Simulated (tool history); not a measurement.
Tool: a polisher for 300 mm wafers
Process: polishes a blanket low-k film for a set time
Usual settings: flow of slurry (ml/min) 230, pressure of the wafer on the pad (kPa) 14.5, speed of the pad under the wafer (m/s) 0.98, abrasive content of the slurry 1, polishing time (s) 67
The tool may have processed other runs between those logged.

| run | day | flow of slurry (ml/min) | pressure of the wafer on the pad (kPa) | speed of the pad under the wafer (m/s) | abrasive content of the slurry | polishing time (s) | incoming thickness of the incoming film, nm | film removed (Å) |
|---|---|---|---|---|---|---|---|---|
| 1 | 0 | 230 | 14.5 | 0.98 | 0.8 | 67 | 605.8 | 250 |
| 2 | 3.958 | 230 | 14.5 | 0.98 | 1.15 | 67 | 604.4 | 290 |
| 3 | 7.808 | 260 | 14.5 | 0.98 | 1 | 67 | 613.9 | 276 |
| 4 | 9.325 | 230 | 14.5 | 0.98 | 0.75 | 67 | 612.5 | 236 |
| 5 | 12.154 | 300 | 14.5 | 1.24 | 1 | 58 | 600.1 | 276 |
| 6 | 13.888 | 230 | 10.3 | 1.26 | 1 | 67 | 611.7 | 213 |
|  | 14.571 | slurry nozzle cleaned |
| 7 | 17.688 | 230 | 14.5 | 0.98 | 1 | 67 | 599.6 | 265 |
|  | 19.329 | head pressure recalibrated |
|  | 19.712 | conditioning disc replaced and pad reconditioned |
| 8 | 20.758 | 230 | 14.5 | 0.98 | 1 | 67 | 615.5 | 259 |
|  | 22.604 | worn pad replaced by a new one |
| 9 | 23.721 | 230 | 14.5 | 0.98 | 1 | 67 | 603 | 259 |
|  | 26.054 | slurry blender recalibrated |
| 10 | 30.367 | 280 | 14.5 | 0.98 | 1 | 67 | 608.9 | 279 |
| 11 | 33.004 | 230 | 14.5 | 0.98 | 1 | 67 | 606.6 | 271 |
| 12 | 34.796 | 230 | 14.5 | 0.98 | 1 | 59 | 612.1 | 235 |
| 13 | 38.95 | 285 | 11 | 1.3 | 1 | 45 | 613.8 | 161 |
| 14 | 41.629 | 230 | 14.5 | 0.98 | 1.25 | 60 | 601.8 | 260 |
|  | 41.838 | slurry nozzle cleaned |
|  | 50.304 | worn pad replaced by a new one |
|  | 51.725 | head pressure recalibrated |
| 15 | 51.767 | 230 | 14.5 | 1.1 | 1 | 67 | 610 | 279 |
|  | 53.388 | conditioning disc replaced and pad reconditioned |
| 16 | 55.496 | 230 | 17.2 | 0.98 | 1 | 67 | 608.2 | 299 |
|  | 58.504 | slurry blender recalibrated |
| 17 | 59.271 | 230 | 14.5 | 0.98 | 1 | 67 | 602 | 277 |
| 18 | 71.888 | 230 | 14.5 | 0.98 | 1 | 67 | 600 | 271 |
| 19 | 73.483 | 230 | 14.5 | 1.12 | 1.15 | 84 | 606.8 | 380 |
|  | 74.862 | slurry nozzle cleaned |
| 20 | 75.562 | 230 | 14.5 | 0.98 | 1 | 67 | 610.8 | 267 |
| 21 | 79.833 | 155 | 14.5 | 0.98 | 1 | 75 | 608.5 | 279 |
|  | 81.275 | head pressure recalibrated |
|  | 81.488 | worn pad replaced by a new one |
| 22 | 82.404 | 230 | 14.5 | 0.68 | 0.9 | 86 | 605.8 | 267 |
|  | 83.971 | conditioning disc replaced and pad reconditioned |
| 23 | 85.112 | 260 | 11 | 1.14 | 1 | 54 | 601.2 | 178 |
|  | 87.738 | slurry blender recalibrated |
| 24 | 89.038 | 160 | 10.3 | 0.98 | 1.2 | 77 | 609.3 | 233 |

Below are 5 alternative next runs, each starting from the tool's condition after run 24. Predict each:
| A | 89.054 | 230 | 14.5 | 0.98 | 1 | 48 | 610.7 | ? |
| B | 89.054 | 230 | 11.7 | 0.98 | 1 | 67 | 610.7 | ? |
| C | 89.054 | 230 | 16.5 | 0.98 | 1 | 67 | 610.7 | ? |
| D | 89.054 | 230 | 14.5 | 0.98 | 0.85 | 67 | 610.7 | ? |
| E | 89.054 | 275 | 18.6 | 0.98 | 1 | 67 | 610.7 | ? |

| run | film removed (Å) |
|---|---|
| A | 192 |
| B | 217 |
| C | 307 |
| D | 249 |
| E | 351 |
Take away the tool's hidden state, keep each run's random variation, and the runs would have read:
| run | film removed (Å) |
|---|---|
| A | 194 |
| B | 219 |
| C | 310 |
| D | 252 |
| E | 354 |
